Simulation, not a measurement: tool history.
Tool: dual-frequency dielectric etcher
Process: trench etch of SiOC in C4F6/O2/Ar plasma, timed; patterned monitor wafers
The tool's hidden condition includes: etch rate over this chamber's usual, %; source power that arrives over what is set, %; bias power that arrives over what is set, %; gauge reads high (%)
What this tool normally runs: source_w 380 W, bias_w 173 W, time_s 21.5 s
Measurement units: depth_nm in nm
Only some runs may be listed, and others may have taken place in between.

| run | hour | source_w | bias_w | time_s | wafers since the last listed run | hours since the last wet clean | hours since the last source power generator calibration | hours since the last bias power generator calibration | hours since the last upper electrode change | hours since the gauge calibration | read-back reference wafer on the same gauge, depth_nm | depth_nm |
|---|---|---|---|---|---|---|---|---|---|---|---|---|
| 1 | 0.0 | 380 | 173 | 21.5 | 0 | 27.6 | 1692.1 | 1937.2 | 4495.0 | 26.2 | 56.06 | 48.14 |
| 2 | 31.0 | 380 | 173 | 21.5 | 515 | 58.6 | 1723.1 | 1968.2 | 4526.0 | 57.2 | 55.97 | 48.68 |
| 3 | 59.2 | 380 | 173 | 21.5 | 469 | 86.8 | 1751.3 | 1996.4 | 4554.2 | 85.4 | 55.96 | 48.58 |
| 4 | 86.7 | 380 | 173 | 21.5 | 457 | 114.3 | 1778.8 | 2023.9 | 4581.7 | 112.9 | 56.09 | 49.27 |
| 5 | 112.8 | 380 | 173 | 21.5 | 434 | 140.4 | 1804.9 | 2050.0 | 4607.8 | 139.0 | 56.02 | 48.69 |
| 6 | 143.8 | 380 | 173 | 21.5 | 515 | 171.4 | 1835.9 | 2081.0 | 4638.8 | 170.0 | 56.00 | 48.56 |
| 7 | 171.7 | 380 | 173 | 21.5 | 464 | 199.3 | 1863.8 | 2108.9 | 4666.7 | 197.9 | 56.06 | 48.83 |
| 8 | 188.5 | 380 | 173 | 21.5 | 279 | 216.1 | 1880.6 | 2125.7 | 4683.5 | 214.7 | 55.97 | 49.23 |
|  | 246.0 | upper electrode replaced |
|  | 291.6 | source power generator calibrated |
| 9 | 294.8 | 320 | 173 | 21.5 | 1302 | 322.4 | 3.2 | 2232.0 | 48.8 | 321.0 | 56.01 | 46.65 |
| 10 | 324.0 | 320 | 173 | 21.5 | 485 | 351.6 | 32.4 | 2261.2 | 78.0 | 350.2 | 56.03 | 45.81 |
| 11 | 347.9 | 380 | 173 | 25.5 | 397 | 375.5 | 56.3 | 2285.1 | 101.9 | 374.1 | 55.94 | 59.17 |
|  | 385.2 | wet clean of the chamber |
| 12 | 385.7 | 480 | 173 | 21.5 | 229 | 0.5 | 94.1 | 2322.9 | 139.7 | 411.9 | 55.96 | 49.35 |
| 13 | 416.5 | 380 | 173 | 21.5 | 512 | 31.3 | 124.9 | 2353.7 | 170.5 | 442.7 | 56.12 | 45.51 |
| 14 | 450.9 | 380 | 204 | 19.5 | 572 | 65.7 | 159.3 | 2388.1 | 204.9 | 477.1 | 55.98 | 43.72 |
|  | 481.4 | gauge calibrated |
|  | 495.1 | wet clean of the chamber, repeated, since the last time left the tool worse |
| 15 | 495.6 | 280 | 199 | 25.0 | 344 | 0.5 | 204.0 | 2432.8 | 249.6 | 14.2 | 56.08 | 51.12 |
|  | 508.4 | bias power generator calibrated |
| 16 | 518.2 | 350 | 192 | 17.0 | 309 | 23.1 | 226.6 | 9.8 | 272.2 | 36.8 | 56.08 | 38.37 |
| 17 | 549.7 | 300 | 173 | 26.0 | 523 | 54.6 | 258.1 | 41.3 | 303.7 | 68.3 | 55.80 | 53.13 |
| 18 | 565.0 | 350 | 198 | 21.5 | 254 | 69.9 | 273.4 | 56.6 | 319.0 | 83.6 | 55.96 | 48.35 |
| 19 | 581.0 | 450 | 184 | 27.5 | 266 | 85.9 | 289.4 | 72.6 | 335.0 | 99.6 | 55.92 | 67.80 |
| 20 | 604.2 | 350 | 161 | 21.5 | 385 | 109.1 | 312.6 | 95.8 | 358.2 | 122.8 | 56.04 | 45.46 |
| 21 | 626.1 | 450 | 173 | 21.5 | 364 | 131.0 | 334.5 | 117.7 | 380.1 | 144.7 | 55.93 | 51.74 |
| 22 | 638.7 | 460 | 146 | 21.5 | 209 | 143.6 | 347.1 | 130.3 | 392.7 | 157.3 | 55.98 | 49.96 |
| 23 | 655.7 | 380 | 173 | 21.5 | 282 | 160.6 | 364.1 | 147.3 | 409.7 | 174.3 | 55.95 | 48.48 |

Hidden state at the last listed run before each entry between runs and at the first one after, where it differs:
From run 8 to run 9: upper electrode replaced (hour 246.0); source power generator calibrated (hour 291.6)
  etch rate over this chamber's usual, %: 2.23 -> 3.12
  measured result minus the result with no hidden state, depth_nm: +1.08 -> +1.41 nm
From run 11 to run 12: wet clean of the chamber (hour 385.2)
  etch rate over this chamber's usual, %: 3.57 -> -6.1
  measured result minus the result with no hidden state, depth_nm: +2.04 -> -3.21 nm
From run 14 to run 15: gauge calibrated (hour 481.4); wet clean of the chamber, repeated, since the last time left the tool worse (hour 495.1)
  etch rate over this chamber's usual, %: -5.56 -> -0.26
  measured result minus the result with no hidden state, depth_nm: -2.58 -> -0.14 nm
From run 15 to run 16: bias power generator calibrated (hour 508.4)
  etch rate over this chamber's usual, %: -0.26 -> -0.0712
  measured result minus the result with no hidden state, depth_nm: -0.14 -> -0.03 nm
